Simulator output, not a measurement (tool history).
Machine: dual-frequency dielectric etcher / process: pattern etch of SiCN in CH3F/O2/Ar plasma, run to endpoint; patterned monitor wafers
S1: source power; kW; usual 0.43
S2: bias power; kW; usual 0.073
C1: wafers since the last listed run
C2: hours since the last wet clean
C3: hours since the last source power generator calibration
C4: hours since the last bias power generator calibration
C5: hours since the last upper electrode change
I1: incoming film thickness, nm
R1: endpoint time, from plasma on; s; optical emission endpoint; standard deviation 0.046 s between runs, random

run,hour,S1,S2,C1,C2,C3,C4,C5,I1,R1
1,0,0.43,0.073,0,160.6,4286.6,1528.4,4340.3,5.91,15.1
2,32.9,0.43,0.073,390,193.5,4319.5,1561.3,4373.2,6.01,15.5
3,63.1,0.46,0.073,358,223.7,4349.7,1591.5,4403.4,5.93,14.8
4,156.2,0.46,0.073,1105,316.8,4442.8,1684.6,4496.5,5.92,14.8
5,188.8,0.46,0.073,387,349.4,4475.4,1717.2,4529.1,5.95,14.9
6,216.5,0.43,0.087,328,377.1,4503.1,1744.9,4556.8,5.97,14.3
7,231.5,0.47,0.079,178,392.1,4518.1,1759.9,4571.8,5.92,14.3
# hour 272.8: upper electrode replaced
8,273.3,0.47,0.079,211,433.9,4559.9,1801.7,0.5,5.84,14.1
9,273.6,0.47,0.079,3,434.2,4560.2,1802,0.8,5.87,14.2
# hour 333.1: wet clean of the chamber
10,333.6,0.43,0.073,427,0.5,4620.2,1862,60.8,5.85,15.2
11,355.1,0.43,0.073,255,22,4641.7,1883.5,82.3,5.91,15.3
12,372.7,0.43,0.073,208,39.6,4659.3,1901.1,99.9,5.89,15.2
13,398.1,0.43,0.073,301,65,4684.7,1926.5,125.3,5.96,15.3
14,421.4,0.43,0.073,276,88.3,4708,1949.8,148.6,5.89,15.1
15,450.1,0.37,0.062,340,117,4736.7,1978.5,177.3,5.85,16.2
# hour 471.4: bias power generator calibrated
16,500.7,0.35,0.073,553,167.6,4787.3,29.3,227.9,5.93,15.9
17,536.2,0.38,0.064,421,203.1,4822.8,64.8,263.4,5.9,16.1
18,561.4,0.51,0.085,299,228.3,4848,90,288.6,5.91,13.8
19,583.7,0.5,0.073,264,250.6,4870.3,112.3,310.9,5.84,14.3
20,618.5,0.39,0.081,413,285.4,4905.1,147.1,345.7,5.96,15
# hour 625.3: source power generator calibrated
21,651.6,0.43,0.062,345,318.5,26.3,180.2,378.8,5.88,15.6
22,685.3,0.36,0.063,400,352.2,60,213.9,412.5,5.89,16.2
23,705.6,0.43,0.073,241,372.5,80.3,234.2,432.8,5.95,15.1
24,734.6,0.43,0.073,344,401.5,109.3,263.2,461.8,5.85,14.8
25,749.5,0.54,0.09,176,416.4,124.2,278.1,476.7,5.93,13.3
# hour 785.1: wet clean of the chamber
26,785.6,0.43,0.067,143,0.5,160.3,314.2,512.8,5.87,15.6
27,801.7,0.38,0.055,191,16.6,176.4,330.3,528.9,5.93,17.1
28,831.1,0.38,0.062,349,46,205.8,359.7,558.3,5.94,16.4

Alternative continuations, all from the tool just after run 28; predict every row:
A,831.5,0.43,0.073,4,46.4,206.2,360.1,558.7,5.88,?
B,831.5,0.47,0.066,4,46.4,206.2,360.1,558.7,5.88,?
C,831.5,0.37,0.081,4,46.4,206.2,360.1,558.7,5.88,?
D,831.5,0.46,0.061,4,46.4,206.2,360.1,558.7,5.88,?
E,831.5,0.33,0.073,4,46.4,206.2,360.1,558.7,5.88,?

run,R1
A,15.1
B,15.3
C,15.1
D,15.7
E,16
Without the tool's hidden state the same runs would have given:
run,R1
A,15.1
B,15.3
C,15.1
D,15.7
E,16

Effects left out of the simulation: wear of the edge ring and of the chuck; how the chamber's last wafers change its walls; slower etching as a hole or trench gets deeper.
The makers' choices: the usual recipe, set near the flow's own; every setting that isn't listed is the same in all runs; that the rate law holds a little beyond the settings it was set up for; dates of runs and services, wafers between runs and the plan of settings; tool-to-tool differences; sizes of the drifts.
